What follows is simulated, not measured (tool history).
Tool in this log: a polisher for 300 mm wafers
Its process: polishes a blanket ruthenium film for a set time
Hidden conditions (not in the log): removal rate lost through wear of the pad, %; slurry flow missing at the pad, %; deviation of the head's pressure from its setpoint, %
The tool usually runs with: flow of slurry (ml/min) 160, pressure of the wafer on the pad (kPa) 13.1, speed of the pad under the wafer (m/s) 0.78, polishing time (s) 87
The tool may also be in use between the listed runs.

| run | hour | flow of slurry (ml/min) | pressure of the wafer on the pad (kPa) | speed of the pad under the wafer (m/s) | polishing time (s) | wafers since the last listed run | wafers polished on this pad | hours since the slurry nozzle was cleaned | hours since the head pressure was calibrated | incoming thickness of the incoming film, nm | film removed (nm) |
|---|---|---|---|---|---|---|---|---|---|---|---|
| 1 | 0 | 160 | 13.1 | 0.78 | 87 | 0 | 3338 | 327.3 | 451 | 435 | 81.7 |
| 2 | 80.2 | 160 | 13.1 | 0.78 | 87 | 977 | 4315 | 407.5 | 531.2 | 432.7 | 85.5 |
|  | 115 | head pressure recalibrated |
| 3 | 119.4 | 160 | 15.9 | 0.78 | 87 | 453 | 4768 | 446.7 | 4.4 | 434.5 | 90.4 |
| 4 | 182.2 | 160 | 15.9 | 0.78 | 87 | 765 | 5533 | 509.5 | 67.2 | 435.7 | 90.3 |
| 5 | 219.3 | 160 | 15.9 | 0.78 | 87 | 452 | 5985 | 546.6 | 104.3 | 437 | 92.2 |
|  | 240.6 | slurry nozzle cleaned |
| 6 | 266 | 160 | 12.4 | 0.78 | 87 | 556 | 6542 | 25.4 | 151 | 426 | 76.9 |
|  | 277.1 | worn pad replaced by a new one |
| 7 | 363.8 | 160 | 13.1 | 0.78 | 87 | 1142 | 1056 | 123.2 | 248.8 | 437.8 | 82.5 |
| 8 | 411.5 | 160 | 13.1 | 0.78 | 87 | 581 | 1637 | 170.9 | 296.5 | 435.6 | 82.8 |
| 9 | 476.7 | 160 | 13.1 | 0.78 | 87 | 794 | 2432 | 236.1 | 361.7 | 426.9 | 82.3 |
| 10 | 517.8 | 160 | 14.5 | 0.78 | 87 | 500 | 2932 | 277.2 | 402.8 | 430.2 | 88 |
| 11 | 593.2 | 160 | 13.1 | 0.78 | 87 | 918 | 3851 | 352.6 | 478.2 | 427.8 | 84.7 |
|  | 642.6 | head pressure recalibrated |
| 12 | 663 | 160 | 13.1 | 0.78 | 87 | 826 | 4677 | 422.4 | 20.4 | 424.9 | 78.8 |
| 13 | 726.1 | 160 | 13.1 | 0.78 | 87 | 768 | 5446 | 485.5 | 83.5 | 434.9 | 78.6 |
|  | 804 | slurry nozzle cleaned |
|  | 835.6 | worn pad replaced by a new one |
| 14 | 836.1 | 140 | 13.1 | 0.78 | 87 | 1279 | 6 | 32.1 | 193.5 | 429.1 | 78.2 |
| 15 | 924.8 | 140 | 13.1 | 0.78 | 87 | 1080 | 1087 | 120.8 | 282.2 | 430.4 | 80 |
| 16 | 1000 | 145 | 13.1 | 0.78 | 87 | 916 | 2003 | 196 | 357.4 | 435.2 | 80.6 |
| 17 | 1070.5 | 160 | 13.1 | 0.78 | 64 | 858 | 2862 | 266.5 | 427.9 | 424.8 | 62.1 |
|  | 1133.8 | head pressure recalibrated |
| 18 | 1172.4 | 160 | 13.1 | 0.54 | 87 | 1217 | 4079 | 368.4 | 38.6 | 433.8 | 62.8 |
| 19 | 1269.6 | 160 | 13.1 | 0.78 | 87 | 1184 | 5263 | 465.6 | 135.8 | 427.3 | 78 |
|  | 1287.4 | slurry nozzle cleaned |
| 20 | 1309.3 | 175 | 13.1 | 0.78 | 98 | 471 | 5735 | 21.9 | 175.5 | 431.7 | 91.3 |
|  | 1368.7 | worn pad replaced by a new one |
| 21 | 1375.6 | 160 | 13.1 | 1.02 | 104 | 759 | 83 | 88.2 | 241.8 | 425.4 | 115.1 |
| 22 | 1456.3 | 160 | 13.1 | 0.66 | 74 | 983 | 1067 | 168.9 | 322.5 | 421.8 | 61.6 |
|  | 1587.5 | head pressure recalibrated |
| 23 | 1595.6 | 160 | 13.1 | 0.78 | 87 | 1672 | 2739 | 308.2 | 8.1 | 434.9 | 80 |
| 24 | 1687.9 | 160 | 13.1 | 0.78 | 87 | 1124 | 3864 | 400.5 | 100.4 | 433.2 | 82.5 |
|  | 1750.1 | slurry nozzle cleaned |
| 25 | 1765.7 | 160 | 13.1 | 0.78 | 87 | 935 | 4799 | 15.6 | 178.2 | 429.1 | 80.5 |
| 26 | 1820 | 130 | 13.1 | 0.78 | 87 | 661 | 5461 | 69.9 | 232.5 | 435.1 | 77.7 |
|  | 1899.6 | worn pad replaced by a new one |
| 27 | 1900.1 | 160 | 9 | 0.78 | 87 | 927 | 5 | 150 | 312.6 | 430.7 | 65 |
| 28 | 1967.6 | 200 | 13.1 | 0.78 | 87 | 822 | 828 | 217.5 | 380.1 | 426.7 | 87.8 |
|  | 2058.3 | head pressure recalibrated |
| 29 | 2073.5 | 135 | 11.7 | 0.5 | 97 | 1265 | 2094 | 323.4 | 15.2 | 431.3 | 63.4 |
| 30 | 2173.7 | 130 | 11 | 0.5 | 105 | 1220 | 3314 | 423.6 | 115.4 | 427.4 | 64.7 |
|  | 2255.2 | slurry nozzle cleaned |
| 31 | 2371.8 | 180 | 13.1 | 0.78 | 87 | 2401 | 5716 | 116.6 | 313.5 | 429 | 83 |
| 32 | 2471.3 | 160 | 13.1 | 0.54 | 63 | 1212 | 6928 | 216.1 | 413 | 430.7 | 48.7 |
|  | 2506 | worn pad replaced by a new one |
| 33 | 2563.1 | 160 | 13.1 | 0.68 | 87 | 1069 | 695 | 307.9 | 504.8 | 431.3 | 78.5 |
|  | 2606.9 | head pressure recalibrated |
| 34 | 2608.4 | 145 | 13.1 | 0.94 | 87 | 527 | 1223 | 353.2 | 1.5 | 428.6 | 88 |
| 35 | 2658.7 | 160 | 13.1 | 0.78 | 87 | 612 | 1836 | 403.5 | 51.8 | 435.6 | 80.2 |

Branching from run 35: 3 alternative next runs. What would each branch give?
| A | 2659.1 | 160 | 13.1 | 0.78 | 87 | 4 | 1841 | 403.9 | 52.2 | 431.3 | ? |
| B | 2659.1 | 175 | 14.5 | 0.52 | 65 | 4 | 1841 | 403.9 | 52.2 | 431.3 | ? |
| C | 2659.1 | 125 | 16.5 | 0.78 | 107 | 4 | 1841 | 403.9 | 52.2 | 431.3 | ? |

| run | film removed (nm) |
|---|---|
| A | 79.6 |
| B | 51.8 |
| C | 109.9 |
Stripped of hidden state, with their random variation kept, the same runs would have yielded:
| run | film removed (nm) |
|---|---|
| A | 79.7 |
| B | 51.9 |
| C | 110 |
